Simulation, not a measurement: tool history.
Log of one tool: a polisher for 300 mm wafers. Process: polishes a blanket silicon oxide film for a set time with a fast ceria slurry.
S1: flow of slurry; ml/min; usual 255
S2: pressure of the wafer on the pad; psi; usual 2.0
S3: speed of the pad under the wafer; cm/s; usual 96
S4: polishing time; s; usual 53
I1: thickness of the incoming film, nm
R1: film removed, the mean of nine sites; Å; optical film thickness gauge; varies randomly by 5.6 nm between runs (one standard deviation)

{"run": 1, "hour": 0.0, "S1": 255, "S2": 2.0, "S3": 96, "S4": 53, "I1": 1570.0, "R1": 5553}
{"run": 2, "hour": 32.2, "S1": 255, "S2": 2.0, "S3": 96, "S4": 53, "I1": 1584.4, "R1": 5509}
{"hour": 45.5, "done": "worn pad replaced by a new one"}
{"run": 3, "hour": 64.5, "S1": 255, "S2": 2.0, "S3": 96, "S4": 53, "I1": 1603.8, "R1": 5450}
{"run": 4, "hour": 87.8, "S1": 255, "S2": 2.0, "S3": 96, "S4": 53, "I1": 1565.1, "R1": 5396}
{"hour": 164.0, "done": "worn pad replaced by a new one"}
{"run": 5, "hour": 190.9, "S1": 255, "S2": 2.0, "S3": 96, "S4": 53, "I1": 1561.2, "R1": 5344}
{"run": 6, "hour": 223.4, "S1": 255, "S2": 2.0, "S3": 96, "S4": 53, "I1": 1571.6, "R1": 5313}
{"run": 7, "hour": 252.4, "S1": 210, "S2": 2.0, "S3": 96, "S4": 53, "I1": 1580.0, "R1": 5228}
{"run": 8, "hour": 277.5, "S1": 210, "S2": 2.0, "S3": 96, "S4": 53, "I1": 1593.2, "R1": 5185}
{"hour": 298.2, "done": "slurry nozzle cleaned"}
{"hour": 308.5, "done": "worn pad replaced by a new one"}
{"run": 9, "hour": 309.0, "S1": 255, "S2": 2.0, "S3": 96, "S4": 53, "I1": 1565.7, "R1": 5337}
{"run": 10, "hour": 332.0, "S1": 255, "S2": 2.0, "S3": 96, "S4": 53, "I1": 1597.0, "R1": 5369}
{"run": 11, "hour": 365.6, "S1": 255, "S2": 2.0, "S3": 96, "S4": 53, "I1": 1598.4, "R1": 5237}
{"run": 12, "hour": 379.1, "S1": 255, "S2": 2.0, "S3": 96, "S4": 53, "I1": 1597.2, "R1": 5408}
{"run": 13, "hour": 401.5, "S1": 305, "S2": 2.0, "S3": 96, "S4": 47, "I1": 1579.3, "R1": 4780}
{"run": 14, "hour": 419.2, "S1": 255, "S2": 2.0, "S3": 96, "S4": 53, "I1": 1580.8, "R1": 5188}
{"hour": 441.0, "done": "worn pad replaced by a new one"}
{"run": 15, "hour": 447.9, "S1": 285, "S2": 2.5, "S3": 96, "S4": 36, "I1": 1553.2, "R1": 4564}
{"run": 16, "hour": 481.1, "S1": 255, "S2": 2.0, "S3": 96, "S4": 53, "I1": 1596.0, "R1": 5232}

Run 17 comes next. What will it give?
{"run": 17, "hour": 501.9, "S1": 255, "S2": 2.0, "S3": 96, "S4": 53, "I1": 1578.7, "R1": "?"}

Logged for run 17: R1 5243 Å.
Minus the tool's unlogged condition, the same run would have read R1 5780 Å.
